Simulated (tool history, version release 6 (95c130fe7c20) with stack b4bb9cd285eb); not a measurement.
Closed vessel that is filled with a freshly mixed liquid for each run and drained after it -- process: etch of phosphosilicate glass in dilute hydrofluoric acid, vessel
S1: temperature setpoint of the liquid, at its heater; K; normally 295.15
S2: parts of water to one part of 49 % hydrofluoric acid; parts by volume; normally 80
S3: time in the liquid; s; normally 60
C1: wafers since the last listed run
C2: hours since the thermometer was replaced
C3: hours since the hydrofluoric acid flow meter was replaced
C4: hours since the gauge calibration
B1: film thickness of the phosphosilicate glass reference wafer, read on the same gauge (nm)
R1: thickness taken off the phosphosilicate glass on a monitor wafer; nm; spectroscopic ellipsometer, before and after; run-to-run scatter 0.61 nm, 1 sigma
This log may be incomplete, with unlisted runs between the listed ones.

run,hour,S1,S2,S3,C1,C2,C3,C4,B1,R1
1,0,295.15,80,60,0,406.3,622.3,1053.4,30.01,76.19
2,104.9,295.15,80,60,12574,511.2,727.2,1158.3,30.02,74.43
3,192.1,295.15,80,60,10452,598.4,814.4,1245.5,30,74.79
4,277.9,295.15,80,60,10285,684.2,900.2,1331.3,30,74.42
5,362.6,296.15,80,60,10153,768.9,984.9,1416,30.01,76.83
6,422,296.15,80,60,7120,828.3,1044.3,1475.4,29.98,77.39
7,520.5,295.15,80,60,11807,926.8,1142.8,1573.9,29.99,73.7
8,611.1,295.15,80,60,10860,1017.4,1233.4,1664.5,29.99,71.9
# hour 639.6: thermometer replaced
9,676.9,292.15,80,40,7767,37.3,1299.2,1730.3,30.02,45.15
10,715.3,292.15,80,40,4603,75.7,1337.6,1768.7,30.05,45.12
11,792.4,297.15,55,60,9242,152.8,1414.7,1845.8,30.05,123.56
12,832.7,297.15,55,60,4830,193.1,1455,1886.1,30.03,124.03
13,892.7,295.15,80,60,7192,253.1,1515,1946.1,29.95,74.22
14,959.3,295.15,80,60,7983,319.7,1581.6,2012.7,30.01,75.12
15,1061.5,299.65,50,80,12251,421.9,1683.8,2114.9,29.99,200.08
# hour 1073.8: gauge calibrated
16,1145.7,295.15,80,60,10093,506.1,1768,71.9,30,74.6
17,1192.7,295.15,80,60,5634,553.1,1815,118.9,29.99,72.99
18,1288,295.15,80,60,11423,648.4,1910.3,214.2,29.99,74.36
19,1376.2,296.65,110,45,10572,736.6,1998.5,302.4,29.95,41.01
20,1480.3,295.15,80,60,12478,840.7,2102.6,406.5,29.97,73.7
21,1543.7,295.15,110,60,7599,904.1,2166,469.9,29.95,50.39
# hour 1549.7: hydrofluoric acid flow meter replaced
22,1579.9,295.15,95,80,4219,940.3,30.2,506.1,29.98,80.1
# hour 1607.7: thermometer replaced
23,1625.1,290.65,50,85,5298,17.4,75.4,551.3,30.02,150.51
24,1673.4,295.15,45,35,5789,65.7,123.7,599.6,30.04,82.7
25,1750.9,295.15,80,60,9290,143.2,201.2,677.1,29.94,76.21
26,1787.2,290.15,80,95,4351,179.5,237.5,713.4,29.96,98.74
27,1832.5,297.15,80,60,5430,224.8,282.8,758.7,30.02,82.32
28,1891.1,295.15,80,60,7024,283.4,341.4,817.3,30.01,76.72
29,1959.5,295.15,65,40,8199,351.8,409.8,885.7,29.96,62.63
30,1999.1,300.15,80,60,4746,391.4,449.4,925.3,30.03,92.53
31,2045.8,290.65,55,60,5598,438.1,496.1,972,29.98,93.38
32,2092.7,295.15,95,60,5622,485,543,1018.9,29.96,61.77
33,2165.2,295.15,80,60,8690,557.5,615.5,1091.4,30,75.21

Each row is a separate what-if for the run after 33, all from the same tool condition, not one after another. Results?
A,2165.9,295.15,80,35,83,558.2,616.2,1092.1,?,?
B,2165.9,293.15,95,40,83,558.2,616.2,1092.1,?,?
C,2165.9,290.15,95,60,83,558.2,616.2,1092.1,?,?

run,B1,R1
A,30.02,43.85
B,30.02,38.19
C,30.02,50.49
Stripped of hidden state, with their random variation kept, the same runs would have yielded:
run,R1
A,45.62
B,39.74
C,52.59

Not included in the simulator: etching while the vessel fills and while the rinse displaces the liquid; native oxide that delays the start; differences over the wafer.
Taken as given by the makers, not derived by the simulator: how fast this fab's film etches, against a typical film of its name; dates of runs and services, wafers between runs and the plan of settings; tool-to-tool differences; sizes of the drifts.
